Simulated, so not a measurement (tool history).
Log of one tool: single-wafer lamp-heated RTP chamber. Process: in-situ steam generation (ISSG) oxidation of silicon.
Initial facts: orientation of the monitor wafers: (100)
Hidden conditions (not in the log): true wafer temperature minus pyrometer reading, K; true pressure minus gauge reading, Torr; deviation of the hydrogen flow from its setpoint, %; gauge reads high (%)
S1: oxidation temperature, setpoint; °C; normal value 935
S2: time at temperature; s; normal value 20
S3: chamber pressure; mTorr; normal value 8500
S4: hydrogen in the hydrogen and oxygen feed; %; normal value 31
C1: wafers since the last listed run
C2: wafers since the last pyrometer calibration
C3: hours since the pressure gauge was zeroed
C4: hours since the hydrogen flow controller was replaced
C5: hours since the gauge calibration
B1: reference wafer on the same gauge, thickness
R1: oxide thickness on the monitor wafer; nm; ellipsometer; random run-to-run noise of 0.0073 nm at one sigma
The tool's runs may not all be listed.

run 1 hour=0.0 | S1=935 S2=20 S3=8000 S4=31 | C1=0 C2=1163 C3=2589.7 C4=2526.4 C5=30.4 | B1=4.420 | R1=4.912
run 2 hour=12.9 | S1=935 S2=20 S3=8500 S4=31 | C1=151 C2=1315 C3=2602.6 C4=2539.3 C5=43.3 | B1=4.421 | R1=4.900
run 3 hour=24.7 | S1=935 S2=20 S3=8500 S4=31 | C1=138 C2=1453 C3=2614.4 C4=2551.1 C5=55.1 | B1=4.419 | R1=4.912
run 4 hour=36.4 | S1=935 S2=20 S3=8500 S4=31 | C1=137 C2=1591 C3=2626.1 C4=2562.8 C5=66.8 | B1=4.418 | R1=4.901
run 5 hour=45.4 | S1=935 S2=20 S3=9700 S4=31 | C1=105 C2=1697 C3=2635.1 C4=2571.8 C5=75.8 | B1=4.420 | R1=4.792
run 6 hour=61.4 | S1=935 S2=20 S3=8500 S4=28 | C1=188 C2=1886 C3=2651.1 C4=2587.8 C5=91.8 | B1=4.417 | R1=4.796
run 7 hour=77.2 | S1=935 S2=20 S3=8500 S4=28 | C1=186 C2=2072 C3=2666.9 C4=2603.6 C5=107.6 | B1=4.419 | R1=4.792
run 8 hour=93.5 | S1=935 S2=20 S3=8500 S4=28 | C1=191 C2=2263 C3=2683.2 C4=2619.9 C5=123.9 | B1=4.418 | R1=4.790
run 9 hour=110.0 | S1=935 S2=20 S3=8500 S4=29 | C1=194 C2=2458 C3=2699.7 C4=2636.4 C5=140.4 | B1=4.422 | R1=4.843
-- hour=118.6 pyrometer window cleaned and pyrometer calibrated
run 10 hour=122.0 | S1=935 S2=20 S3=8500 S4=31 | C1=47 C2=39 C3=2711.7 C4=2648.4 C5=152.4 | B1=4.417 | R1=4.883
-- hour=134.8 hydrogen flow controller replaced
run 11 hour=135.3 | S1=935 S2=20 S3=9900 S4=26 | C1=62 C2=102 C3=2725.0 C4=0.5 C5=165.7 | B1=4.417 | R1=4.562
run 12 hour=145.9 | S1=919 S2=16 S3=8500 S4=31 | C1=124 C2=227 C3=2735.6 C4=11.1 C5=176.3 | B1=4.418 | R1=4.309
-- hour=160.5 pressure gauge zeroed
run 13 hour=161.0 | S1=921 S2=17 S3=8500 S4=21 | C1=83 C2=310 C3=0.5 C4=26.2 C5=191.4 | B1=4.419 | R1=4.044
run 14 hour=167.1 | S1=935 S2=20 S3=8500 S4=25 | C1=71 C2=382 C3=6.6 C4=32.3 C5=197.5 | B1=4.421 | R1=4.632
run 15 hour=182.8 | S1=953 S2=20 S3=9000 S4=26 | C1=184 C2=567 C3=22.3 C4=48.0 C5=213.2 | B1=4.419 | R1=4.907
-- hour=186.7 gauge calibrated
run 16 hour=194.3 | S1=919 S2=20 S3=8500 S4=32 | C1=135 C2=702 C3=33.8 C4=59.5 C5=7.6 | B1=4.420 | R1=4.723
run 17 hour=201.1 | S1=935 S2=20 S3=8500 S4=31 | C1=80 C2=782 C3=40.6 C4=66.3 C5=14.4 | B1=4.422 | R1=4.899
run 18 hour=215.7 | S1=945 S2=12 S3=8100 S4=24 | C1=171 C2=954 C3=55.2 C4=80.9 C5=29.0 | B1=4.421 | R1=3.916
run 19 hour=227.7 | S1=935 S2=20 S3=8500 S4=31 | C1=141 C2=1095 C3=67.2 C4=92.9 C5=41.0 | B1=4.423 | R1=4.903
run 20 hour=241.4 | S1=935 S2=28 S3=8500 S4=31 | C1=161 C2=1257 C3=80.9 C4=106.6 C5=54.7 | B1=4.420 | R1=5.599

4 ways to go on from here, each from the tool as it stands after run 20. What would each give?
run A hour=241.8 | S1=935 S2=20 S3=8500 S4=31 | C1=4 C2=1261 C3=81.3 C4=107.0 C5=55.1 | B1=? | R1=?
run B hour=241.8 | S1=951 S2=20 S3=8500 S4=31 | C1=4 C2=1261 C3=81.3 C4=107.0 C5=55.1 | B1=? | R1=?
run C hour=241.8 | S1=935 S2=25 S3=8500 S4=32 | C1=4 C2=1261 C3=81.3 C4=107.0 C5=55.1 | B1=? | R1=?
run D hour=241.8 | S1=920 S2=14 S3=7100 S4=31 | C1=4 C2=1261 C3=81.3 C4=107.0 C5=55.1 | B1=? | R1=?

run=A B1=4.424 R1=4.901
run=B B1=4.424 R1=5.137
run=C B1=4.424 R1=5.391
run=D B1=4.424 R1=4.193
What these runs would have given with no unlogged condition in the tool:
run=A R1=4.866
run=B R1=5.097
run=C R1=5.349
run=D R1=4.169

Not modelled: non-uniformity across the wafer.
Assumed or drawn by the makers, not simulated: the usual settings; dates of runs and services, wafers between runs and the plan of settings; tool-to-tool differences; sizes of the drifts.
